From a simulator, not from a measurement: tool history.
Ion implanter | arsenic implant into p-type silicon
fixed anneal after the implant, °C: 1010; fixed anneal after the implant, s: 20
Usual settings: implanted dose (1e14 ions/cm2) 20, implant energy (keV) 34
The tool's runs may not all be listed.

run    day  implanted dose (1e14 ions/cm2)  implant energy (keV)  wafers since the last listed run  hours since the last dose calibration  hours since the extraction supply was calibrated  hours since the gauge calibration  read-back reference wafer on the same gauge, sheet resistance  sheet resistance of the implanted and annealed layer (ohm/square)
  1      0                              20                    34                                 0                                 1397.6                                            4563.3                              244.6                                                          88.23                                                              85.17
  2  0.258                              20                    34                                73                                 1403.8                                            4569.5                              250.8                                                          88.18                                                              85.01
  3  0.858                              20                    34                               170                                 1418.2                                            4583.9                              265.2                                                          88.07                                                                 85
  4  1.592                              20                    34                               208                                 1435.8                                            4601.5                              282.8                                                          88.27                                                              85.91
  5  2.079                              20                    34                               138                                 1447.5                                            4613.2                              294.5                                                          88.17                                                              85.12
  6  2.533                              20                    34                               129                                 1458.4                                            4624.1                              305.4                                                          88.12                                                              85.48
  7    3.2                              20                    34                               189                                 1474.4                                            4640.1                              321.4                                                          88.23                                                              84.31
  8  3.467                           16.75                    34                                75                                 1480.8                                            4646.5                              327.8                                                          88.35                                                               89.4
  9  4.017                           16.75                    34                               156                                   1494                                            4659.7                                341                                                          88.21                                                              89.15
     4.983  -- Faraday cup replaced and dose calibrated
     4.996  -- gauge calibrated
 10  5.004                              20                    34                               186                                    0.5                                            4683.4                                0.2                                                          88.27                                                              86.12
 11  5.092                              20                    34                                24                                    2.6                                            4685.5                                2.3                                                          88.15                                                              84.65
 12  5.396                              20                    34                                86                                    9.9                                            4692.8                                9.6                                                          88.22                                                              84.71
 13  5.812                              20                    34                               118                                   19.9                                            4702.8                               19.6                                                          88.19                                                              84.94
 14  6.079                              20                    34                                75                                   26.3                                            4709.2                                 26                                                             88                                                               85.4
 15  6.388                              20                    34                                87                                   33.7                                            4716.6                               33.4                                                          88.18                                                              84.98
 16  6.958                              20                    34                               162                                   47.4                                            4730.3                               47.1                                                          88.17                                                               84.7
 17  7.442                           23.15                    34                               137                                     59                                            4741.9                               58.7                                                          88.05                                                              81.54
 18    7.8                              20                  40.5                               101                                   67.6                                            4750.5                               67.3                                                          88.24                                                              79.31

Run 19 comes next. What will it give?
 19  8.254                           15.93                    23                               129                                   78.5                                            4761.4                               78.2                                                              ?                                                                  ?

{"run 19": {"read-back reference wafer on the same gauge, sheet resistance": 88.1, "sheet resistance of the implanted and annealed layer (ohm/square)": 104.5}}
Without the tool's hidden state the same run would have given sheet resistance of the implanted and annealed layer (ohm/square) 104.5.
